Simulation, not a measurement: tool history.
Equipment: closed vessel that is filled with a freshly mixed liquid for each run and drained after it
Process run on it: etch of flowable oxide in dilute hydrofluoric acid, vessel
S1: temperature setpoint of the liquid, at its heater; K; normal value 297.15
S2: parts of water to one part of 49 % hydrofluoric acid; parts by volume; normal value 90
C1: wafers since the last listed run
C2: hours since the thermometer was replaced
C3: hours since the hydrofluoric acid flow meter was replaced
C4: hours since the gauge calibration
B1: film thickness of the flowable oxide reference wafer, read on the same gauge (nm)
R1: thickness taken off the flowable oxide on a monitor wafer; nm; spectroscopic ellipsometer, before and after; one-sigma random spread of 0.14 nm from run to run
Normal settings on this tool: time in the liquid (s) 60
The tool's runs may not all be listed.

Run 1, hour 0.0: usual settings; C1 0; C2 449.7; C3 971.3; C4 143.0; B1 69.97. Result: R1 26.26 nm.
Run 2, hour 21.0: usual settings; C1 1544; C2 470.7; C3 992.3; C4 164.0; B1 69.96. Result: R1 26.40 nm.
Run 3, hour 39.4: usual settings; C1 1353; C2 489.1; C3 1010.7; C4 182.4; B1 70.00. Result: R1 26.41 nm.
Run 4, hour 69.4: usual settings; C1 2207; C2 519.1; C3 1040.7; C4 212.4; B1 69.99. Result: R1 26.53 nm.
Run 5, hour 86.5: usual settings; C1 1258; C2 536.2; C3 1057.8; C4 229.5; B1 70.00. Result: R1 26.52 nm.
Run 6, hour 110.6: usual settings; C1 1773; C2 560.3; C3 1081.9; C4 253.6; B1 69.99. Result: R1 26.56 nm.
Run 7, hour 124.9: usual settings; C1 1052; C2 574.6; C3 1096.2; C4 267.9; B1 70.01. Result: R1 26.68 nm.
Run 8, hour 215.1: usual settings; C1 6636; C2 664.8; C3 1186.4; C4 358.1; B1 70.02. Result: R1 26.65 nm.
Run 9, hour 241.0: usual settings; C1 1905; C2 690.7; C3 1212.3; C4 384.0; B1 69.98. Result: R1 26.76 nm.
Run 10, hour 259.5: usual settings; C1 1361; C2 709.2; C3 1230.8; C4 402.5; B1 70.01. Result: R1 26.82 nm.
Run 11, hour 290.5: usual settings; C1 2280; C2 740.2; C3 1261.8; C4 433.5; B1 70.00. Result: R1 26.84 nm.
At hour 341.5: thermometer replaced.
Run 12, hour 393.8: usual settings; C1 7526; C2 52.3; C3 1365.1; C4 536.8; B1 70.03. Result: R1 26.90 nm.
Run 13, hour 406.4: usual settings but S2 75 parts by volume, time in the liquid (s) 75; C1 926; C2 64.9; C3 1377.7; C4 549.4; B1 69.99. Result: R1 41.22 nm.
Run 14, hour 439.6: usual settings; C1 2442; C2 98.1; C3 1410.9; C4 582.6; B1 69.96. Result: R1 26.97 nm.
Run 15, hour 465.0: usual settings but S2 65 parts by volume; C1 1868; C2 123.5; C3 1436.3; C4 608.0; B1 69.98. Result: R1 38.41 nm.
Run 16, hour 485.4: usual settings; C1 1500; C2 143.9; C3 1456.7; C4 628.4; B1 69.98. Result: R1 26.91 nm.
Run 17, hour 510.8: usual settings but S1 299.15 K, S2 125 parts by volume; C1 1868; C2 169.3; C3 1482.1; C4 653.8; B1 69.98. Result: R1 20.18 nm.
At hour 530.1: gauge calibrated.
Run 18, hour 537.0: usual settings but S2 130 parts by volume, time in the liquid (s) 45; C1 1927; C2 195.5; C3 1508.3; C4 6.9; B1 70.00. Result: R1 13.40 nm.
Run 19, hour 559.2: usual settings; C1 1633; C2 217.7; C3 1530.5; C4 29.1; B1 70.04. Result: R1 27.00 nm.
At hour 572.2: hydrofluoric acid flow meter replaced.
Run 20, hour 586.8: usual settings; C1 1956; C2 245.3; C3 14.6; C4 56.7; B1 69.98. Result: R1 25.01 nm.
Run 21, hour 613.8: usual settings; C1 1986; C2 272.3; C3 41.6; C4 83.7; B1 69.97. Result: R1 24.92 nm.
Run 22, hour 649.8: usual settings but S1 294.15 K, S2 125 parts by volume; C1 2648; C2 308.3; C3 77.6; C4 119.7; B1 69.97. Result: R1 15.38 nm.
Run 23, hour 681.9: usual settings but S2 120 parts by volume, time in the liquid (s) 80; C1 2361; C2 340.4; C3 109.7; C4 151.8; B1 70.00. Result: R1 24.54 nm.
Run 24, hour 707.5: usual settings but S1 295.15 K, S2 75 parts by volume, time in the liquid (s) 45; C1 1883; C2 366.0; C3 135.3; C4 177.4; B1 69.97. Result: R1 21.45 nm.
Run 25, hour 735.3: usual settings but S1 293.15 K, S2 125 parts by volume, time in the liquid (s) 30; C1 2045; C2 393.8; C3 163.1; C4 205.2; B1 70.05. Result: R1 7.49 nm.

Predict each of these 3 candidate next runs independently; none follows another, all start after run 25:
Run A, hour 736.0: usual settings but time in the liquid (s) 75; C1 51; C2 394.5; C3 163.8; C4 205.9; B1 ?. Result: R1 ?.
Run B, hour 736.0: usual settings but S2 105 parts by volume, time in the liquid (s) 30; C1 51; C2 394.5; C3 163.8; C4 205.9; B1 ?. Result: R1 ?.
Run C, hour 736.0: usual settings but S1 300.15 K, S2 115 parts by volume, time in the liquid (s) 70; C1 51; C2 394.5; C3 163.8; C4 205.9; B1 ?. Result: R1 ?.

run     B1     R1
  A  69.98  31.75
  B  69.98  10.69
  C  69.98  25.26
Without the tool's hidden state the same runs would have given:
run     R1
  A  31.37
  B  10.56
  C  24.95
